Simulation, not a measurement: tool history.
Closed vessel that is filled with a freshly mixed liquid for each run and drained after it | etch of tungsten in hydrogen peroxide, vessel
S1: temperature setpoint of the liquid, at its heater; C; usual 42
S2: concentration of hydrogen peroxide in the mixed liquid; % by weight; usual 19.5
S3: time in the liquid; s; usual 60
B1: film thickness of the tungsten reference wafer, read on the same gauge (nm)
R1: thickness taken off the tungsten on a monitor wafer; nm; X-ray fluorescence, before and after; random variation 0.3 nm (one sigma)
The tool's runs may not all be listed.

run,hour,S1,S2,S3,B1,R1
1,0,42,23,60,69.98,89.91
2,90.6,42,23,60,70.02,89.94
3,197.7,39,23.5,60,69.98,75.08
4,293.9,39,23.5,60,69.98,75.11
5,336.1,39,23.5,60,70.01,75.39
6,412.4,49,17.5,60,70.01,123.19
7,494.8,49,17.5,60,69.97,121.42
8,575.6,49,17.5,60,70.01,121.88
# hour 651.2: new drum of peroxide connected
9,691,42,19.5,60,70.01,83.52
10,737.5,42,19.5,60,70,83.85
11,794,42,19.5,60,70.02,83.77
12,864.3,42,19.5,60,69.98,83.51
# hour 939.1: peroxide flow meter replaced
13,969.8,42,19.5,60,70,79.69
14,1024.1,42,17.5,60,70.01,75.94
15,1103.5,46.5,19.5,35,69.98,62.19
# hour 1173.5: gauge calibrated
16,1176.1,42,19.5,60,69.97,80.09
17,1270,51.5,16.5,75,69.99,167.35
18,1331.4,34,13.5,50,69.96,32.7
19,1428,42,19.5,60,70.03,80.38
# hour 1438.1: thermometer replaced
20,1513.1,51.5,19.5,60,69.99,149.63
21,1566.6,42,19.5,60,69.98,82.82
22,1656.4,42,22.5,60,70.04,89.06
23,1740.6,42,19.5,30,70,41.17
24,1848,42,19.5,60,70.03,83.36
# hour 1860.4: new drum of peroxide connected
25,1933.9,42,19.5,60,69.99,83.09
26,1977.2,50,19.5,60,70.02,136.83
27,2061.3,39,19.5,60,70,68.2
28,2123.3,48.5,19.5,90,69.96,187.49

Forecast each of these 5 alternatives for the next run:
A,2124,44.5,19.5,60,?,?
B,2124,47.5,25,30,?,?
C,2124,32.5,23.5,50,?,?
D,2124,47.5,14,90,?,?
E,2124,45.5,19.5,45,?,?

run,B1,R1
A,70.04,98.09
B,70.04,67.03
C,70.04,40.74
D,70.04,150.48
E,70.04,78.36
Without the tool's hidden state the same runs would have given:
run,R1
A,96.39
B,65.85
C,40.06
D,147.84
E,76.99
